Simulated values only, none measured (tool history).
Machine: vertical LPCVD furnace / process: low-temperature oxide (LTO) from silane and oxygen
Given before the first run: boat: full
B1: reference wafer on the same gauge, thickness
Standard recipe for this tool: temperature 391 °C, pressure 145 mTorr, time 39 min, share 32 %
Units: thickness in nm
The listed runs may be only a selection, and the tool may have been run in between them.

{"run": 1, "hour": 0.0, "temperature": 387, "pressure": 145, "time": 39, "share": 32, "B1": 169.03, "thickness": 152.4}
{"run": 2, "hour": 81.5, "temperature": 391, "pressure": 145, "time": 39, "share": 32, "B1": 168.94, "thickness": 160.51}
{"hour": 97.1, "done": "gauge calibrated"}
{"run": 3, "hour": 155.2, "temperature": 391, "pressure": 145, "time": 39, "share": 32, "B1": 169, "thickness": 160.1}
{"run": 4, "hour": 262.8, "temperature": 395, "pressure": 145, "time": 39, "share": 32, "B1": 168.96, "thickness": 168.05}
{"run": 5, "hour": 310.9, "temperature": 395, "pressure": 145, "time": 39, "share": 32, "B1": 169.2, "thickness": 168.01}
{"run": 6, "hour": 405.7, "temperature": 395, "pressure": 145, "time": 39, "share": 32, "B1": 169.04, "thickness": 168.06}
{"hour": 611.2, "done": "pressure gauge zeroed"}
{"run": 7, "hour": 631.4, "temperature": 391, "pressure": 145, "time": 43, "share": 32, "B1": 169.01, "thickness": 176.98}
{"run": 8, "hour": 739.0, "temperature": 391, "pressure": 145, "time": 39, "share": 32, "B1": 169.05, "thickness": 159.52}
{"run": 9, "hour": 788.7, "temperature": 386, "pressure": 145, "time": 48.5, "share": 32, "B1": 168.67, "thickness": 187.21}
{"run": 10, "hour": 878.4, "temperature": 386, "pressure": 145, "time": 48.5, "share": 32, "B1": 168.9, "thickness": 187.04}
{"run": 11, "hour": 935.9, "temperature": 391, "pressure": 145, "time": 39, "share": 32, "B1": 168.87, "thickness": 159.78}
{"run": 12, "hour": 1023.9, "temperature": 391, "pressure": 145, "time": 39, "share": 32, "B1": 168.93, "thickness": 160.32}
{"run": 13, "hour": 1067.3, "temperature": 391, "pressure": 145, "time": 39, "share": 32, "B1": 168.92, "thickness": 160.36}
{"run": 14, "hour": 1165.1, "temperature": 381, "pressure": 120, "time": 30.5, "share": 32, "B1": 169.01, "thickness": 91.39}
{"run": 15, "hour": 1235.5, "temperature": 391, "pressure": 145, "time": 39, "share": 32, "B1": 168.92, "thickness": 160.33}
{"hour": 1312.9, "done": "silane flow controller replaced"}
{"run": 16, "hour": 1313.4, "temperature": 381, "pressure": 145, "time": 39, "share": 27, "B1": 168.95, "thickness": 108.47}
{"run": 17, "hour": 1361.3, "temperature": 386, "pressure": 145, "time": 39, "share": 32, "B1": 169.11, "thickness": 151.24}
{"hour": 1432.6, "done": "thermocouples replaced and temperature profile calibrated"}
{"hour": 1446.7, "done": "gauge calibrated"}
{"run": 18, "hour": 1456.8, "temperature": 396, "pressure": 130, "time": 46, "share": 32, "B1": 168.83, "thickness": 180.25}
{"run": 19, "hour": 1496.7, "temperature": 391, "pressure": 165, "time": 50, "share": 34, "B1": 169.13, "thickness": 254.68}
{"run": 20, "hour": 1592.9, "temperature": 391, "pressure": 125, "time": 39, "share": 28, "B1": 169.13, "thickness": 112.85}
{"run": 21, "hour": 1657.3, "temperature": 396, "pressure": 130, "time": 46, "share": 32, "B1": 169.08, "thickness": 179.28}
{"run": 22, "hour": 1745.0, "temperature": 391, "pressure": 130, "time": 49, "share": 32, "B1": 169.19, "thickness": 179.53}
{"run": 23, "hour": 1799.6, "temperature": 391, "pressure": 120, "time": 39, "share": 28, "B1": 168.83, "thickness": 108.2}
{"run": 24, "hour": 1854.0, "temperature": 395, "pressure": 145, "time": 25, "share": 32, "B1": 168.91, "thickness": 108.36}
{"run": 25, "hour": 1940.6, "temperature": 391, "pressure": 145, "time": 39, "share": 32, "B1": 169.02, "thickness": 160.79}

Exercise: give the hidden state of the tool at every run:
true tube temperature minus thermocouple reading, K: 0 at every run
true pressure minus gauge reading, mTorr: 0 at every run
deviation of the silane flow from its setpoint, %: 0 at every run
gauge reads high (%): 0 at every run
